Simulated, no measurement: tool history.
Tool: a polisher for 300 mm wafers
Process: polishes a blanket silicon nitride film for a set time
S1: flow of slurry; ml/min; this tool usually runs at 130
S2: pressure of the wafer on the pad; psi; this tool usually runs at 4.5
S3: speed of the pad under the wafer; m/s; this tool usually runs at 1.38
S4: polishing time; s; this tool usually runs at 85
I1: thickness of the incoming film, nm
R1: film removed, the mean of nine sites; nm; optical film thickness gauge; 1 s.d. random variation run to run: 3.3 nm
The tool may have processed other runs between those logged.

run 1 day=0.000 | S1=130 S2=4.5 S3=1.38 S4=85 | I1=795.4 | R1=222.2
run 2 day=0.625 | S1=130 S2=4.5 S3=1.38 S4=85 | I1=795.5 | R1=222.0
run 3 day=1.550 | S1=130 S2=4.5 S3=1.38 S4=85 | I1=786.9 | R1=218.4
-- day=3.112 worn pad replaced by a new one
run 4 day=3.679 | S1=130 S2=4.5 S3=1.38 S4=85 | I1=785.1 | R1=216.3
run 5 day=4.629 | S1=130 S2=4.5 S3=1.38 S4=72 | I1=796.2 | R1=175.8
run 6 day=5.946 | S1=130 S2=4.5 S3=1.38 S4=72 | I1=789.7 | R1=178.4
run 7 day=7.092 | S1=130 S2=4.5 S3=1.38 S4=72 | I1=790.6 | R1=178.3
-- day=7.371 slurry nozzle cleaned
run 8 day=7.962 | S1=130 S2=4.5 S3=1.54 S4=70 | I1=789.6 | R1=201.8
run 9 day=9.067 | S1=130 S2=4.5 S3=1.54 S4=70 | I1=780.5 | R1=195.5
run 10 day=10.254 | S1=130 S2=4.5 S3=1.54 S4=70 | I1=778.6 | R1=196.5
run 11 day=11.533 | S1=140 S2=4.5 S3=1.38 S4=85 | I1=794.9 | R1=221.5
-- day=12.633 worn pad replaced by a new one
run 12 day=12.821 | S1=140 S2=4.5 S3=1.38 S4=85 | I1=795.3 | R1=224.8
run 13 day=14.208 | S1=130 S2=3.9 S3=1.38 S4=85 | I1=798.1 | R1=188.8
run 14 day=15.646 | S1=130 S2=3.9 S3=1.38 S4=85 | I1=795.2 | R1=193.3
run 15 day=16.975 | S1=130 S2=4.5 S3=1.38 S4=85 | I1=794.8 | R1=219.8
run 16 day=17.646 | S1=130 S2=4.5 S3=1.38 S4=85 | I1=789.2 | R1=217.9
run 17 day=18.688 | S1=130 S2=4.5 S3=1.80 S4=85 | I1=788.0 | R1=270.8
run 18 day=19.633 | S1=130 S2=3.1 S3=1.14 S4=108 | I1=787.0 | R1=165.2
run 19 day=20.354 | S1=145 S2=5.2 S3=1.80 S4=85 | I1=799.5 | R1=321.4
run 20 day=21.408 | S1=130 S2=4.5 S3=1.54 S4=70 | I1=778.3 | R1=194.8
run 21 day=22.779 | S1=130 S2=4.5 S3=1.24 S4=85 | I1=782.9 | R1=196.1
run 22 day=23.875 | S1=115 S2=5.2 S3=1.38 S4=56 | I1=789.6 | R1=156.9
-- day=24.767 worn pad replaced by a new one
-- day=27.167 head pressure recalibrated
run 23 day=28.029 | S1=130 S2=5.0 S3=1.38 S4=63 | I1=784.5 | R1=203.2
-- day=28.629 slurry nozzle cleaned
run 24 day=29.383 | S1=130 S2=4.5 S3=1.78 S4=85 | I1=802.1 | R1=304.3
run 25 day=30.562 | S1=165 S2=5.8 S3=1.06 S4=56 | I1=789.2 | R1=177.7
run 26 day=31.900 | S1=150 S2=5.3 S3=1.38 S4=85 | I1=789.9 | R1=302.8
run 27 day=32.850 | S1=130 S2=4.5 S3=1.38 S4=85 | I1=796.0 | R1=253.5
run 28 day=34.238 | S1=155 S2=4.5 S3=1.38 S4=85 | I1=799.9 | R1=251.9
-- day=35.004 worn pad replaced by a new one
run 29 day=35.025 | S1=130 S2=4.5 S3=1.38 S4=85 | I1=785.7 | R1=248.4
run 30 day=36.242 | S1=130 S2=3.8 S3=1.38 S4=85 | I1=780.9 | R1=209.5
run 31 day=37.238 | S1=110 S2=3.2 S3=1.24 S4=85 | I1=791.7 | R1=156.3
run 32 day=38.100 | S1=130 S2=4.5 S3=1.38 S4=85 | I1=798.2 | R1=243.5
run 33 day=39.138 | S1=130 S2=5.9 S3=1.38 S4=77 | I1=799.0 | R1=281.1
run 34 day=39.783 | S1=130 S2=4.5 S3=1.38 S4=85 | I1=794.4 | R1=238.7
run 35 day=40.658 | S1=105 S2=4.5 S3=0.90 S4=85 | I1=778.9 | R1=167.4
run 36 day=41.912 | S1=130 S2=5.9 S3=1.38 S4=85 | I1=802.5 | R1=305.1
run 37 day=42.633 | S1=130 S2=2.9 S3=1.38 S4=85 | I1=785.7 | R1=153.2
run 38 day=43.921 | S1=95 S2=5.9 S3=1.38 S4=85 | I1=797.1 | R1=292.6

Each run again, without the hidden state but with its own random variation kept:
What the log doesn't record here: removal rate lost through wear of the pad, %; slurry flow missing at the pad, %; deviation of the head's pressure from its setpoint, %.
run=1 R1=257.1
run=2 R1=257.6
run=3 R1=254.3
run=4 R1=254.4
run=5 R1=207.8
run=6 R1=212.4
run=7 R1=213.8
run=8 R1=230.7
run=9 R1=223.6
run=10 R1=225.1
run=11 R1=254.1
run=12 R1=258.2
run=13 R1=217.5
run=14 R1=223.2
run=15 R1=254.6
run=16 R1=252.7
run=17 R1=314.9
run=18 R1=192.7
run=19 R1=375.1
run=20 R1=228.4
run=21 R1=231.0
run=22 R1=186.1
run=23 R1=210.0
run=24 R1=303.4
run=25 R1=178.3
run=26 R1=306.1
run=27 R1=257.7
run=28 R1=257.9
run=29 R1=255.6
run=30 R1=217.0
run=31 R1=163.0
run=32 R1=254.9
run=33 R1=295.9
run=34 R1=252.2
run=35 R1=178.2
run=36 R1=326.5
run=37 R1=164.7
run=38 R1=318.8

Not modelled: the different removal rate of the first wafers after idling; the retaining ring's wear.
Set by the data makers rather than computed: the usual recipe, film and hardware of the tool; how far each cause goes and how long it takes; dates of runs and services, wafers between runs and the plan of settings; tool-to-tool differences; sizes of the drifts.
